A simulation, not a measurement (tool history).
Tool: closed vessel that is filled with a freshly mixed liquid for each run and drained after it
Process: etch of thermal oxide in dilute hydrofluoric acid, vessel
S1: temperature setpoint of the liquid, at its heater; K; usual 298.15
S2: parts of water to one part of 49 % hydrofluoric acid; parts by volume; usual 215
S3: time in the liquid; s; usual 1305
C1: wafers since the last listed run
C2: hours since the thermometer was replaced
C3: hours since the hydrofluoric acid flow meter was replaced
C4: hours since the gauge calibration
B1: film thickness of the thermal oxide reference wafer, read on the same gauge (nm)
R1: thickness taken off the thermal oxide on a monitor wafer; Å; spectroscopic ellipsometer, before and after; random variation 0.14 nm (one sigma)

run     day      S1   S2    S3     C1      C2      C3      C4      B1     R1
  1       0  298.15  215  1305      0  2623.8  1086.8  4180.9  129.99  241.6
      2.171  -- thermometer replaced
  2   2.583  294.65  215  1305   2818     9.9  1148.8  4242.9  130.01  213.9
      3.421  -- hydrofluoric acid flow meter replaced
  3   5.121  298.15  240  1305   2768    70.8    40.8  4303.8     130  224.7
      5.729  -- gauge calibrated
  4  15.583  298.15  215  1305  11603   321.9   291.9   236.5     130  253.9
  5   19.35  295.65  215  1020   4177   412.3   382.3   326.9     130  180.9
  6  21.612  295.65  215  1020   2509   466.6   436.6   381.2  129.99    180
  7   24.35  295.65  215  1020   3036   532.3   502.3   446.9     130  176.6
  8  27.808  298.15  215  1305   3835   615.3   585.3   529.9     130  249.5
  9  29.671  298.15  215  1305   2065     660     630   574.6  129.99  250.5
 10  32.425  298.15  215  1305   3054   726.1   696.1   640.7  130.01  247.8
 11  36.554  298.15  120  1305   4579   825.2   795.2   739.8  130.01  491.3
 12  38.592  298.15  215  1305   2259   874.1   844.1   788.7  130.01  247.4
 13  40.229  301.15  135   965   1816   913.4   883.4     828  130.01  359.6
 14  42.138  302.65  290  1305   2116   959.2   929.2   873.8     130  193.7
 15  45.812  298.15  215  1305   4075  1047.4  1017.4     962  129.99  246.5
 16  48.796  298.15  175  1305   3308    1119    1089  1033.6     130  312.9
     51.367  -- hydrofluoric acid flow meter replaced
 17  52.267  298.15  215  1305   3803  1202.3    21.6  1116.9  130.02  254.3
 18  54.783  298.15  260  1745   2791  1262.7      82  1177.3  130.01  270.3
 19  58.662  303.15  145  1305   4302  1355.8   175.1  1270.4     130  492.6
 20  61.238  298.15  315  1815   2855  1417.6   236.9  1332.2     130  218.5
 21  64.279  296.65  150  1305   3373  1490.6   309.9  1405.2     130  370.1
 22  74.312  294.65  135  1305  11127  1731.4   550.7    1646  129.99  380.6
 23  76.258  298.15  165  1305   2158  1778.1   597.4  1692.7     130  340.3
 24  78.525  294.65  215  1905   2513  1832.5   651.8  1747.1  130.01    316
 25  81.525  298.15  185  1305   3327  1904.5   723.8  1819.1  130.01  298.7
 26  84.929  295.15  285   600   3775  1986.2   805.5  1900.8     130   72.1
 27  86.554  300.65  215  1615   1802  2025.2   844.5  1939.8  129.99  335.3
 28  88.625  294.65  280  1515   2296  2074.9   894.2  1989.5     130  181.4
 29  92.758  298.15  280  1305   4584  2174.1   993.4  2088.7  129.99  175.4
 30  96.462  301.15  105   910   4108    2263  1082.3  2177.6  130.01    444
 31   98.95  294.65  215  1305   2758  2322.7    1142  2237.3  129.99  212.3
 32     102  298.15  215  1305   3382  2395.9  1215.2  2310.5  129.99  243.9

5 ways to go on from here, each from the tool as it stands after run 32. What would each give?
  A  102.042  298.15  105  1305  46  2396.9  1216.2  2311.5   ?   ?
  B  102.042  299.65  215  1305  46  2396.9  1216.2  2311.5   ?   ?
  C  102.042  293.15  215  1775  46  2396.9  1216.2  2311.5   ?   ?
  D  102.042  299.65  110  1605  46  2396.9  1216.2  2311.5   ?   ?
  E  102.042  293.65  215  1520  46  2396.9  1216.2  2311.5   ?   ?

run      B1     R1
  A  129.99  568.6
  B  129.99  256.6
  C  129.99    275
  D  129.99  702.7
  E  129.99    240
Without the tool's hidden state the same runs would have given:
run     R1
  A  601.7
  B    273
  C  292.1
  D    744
  E    255

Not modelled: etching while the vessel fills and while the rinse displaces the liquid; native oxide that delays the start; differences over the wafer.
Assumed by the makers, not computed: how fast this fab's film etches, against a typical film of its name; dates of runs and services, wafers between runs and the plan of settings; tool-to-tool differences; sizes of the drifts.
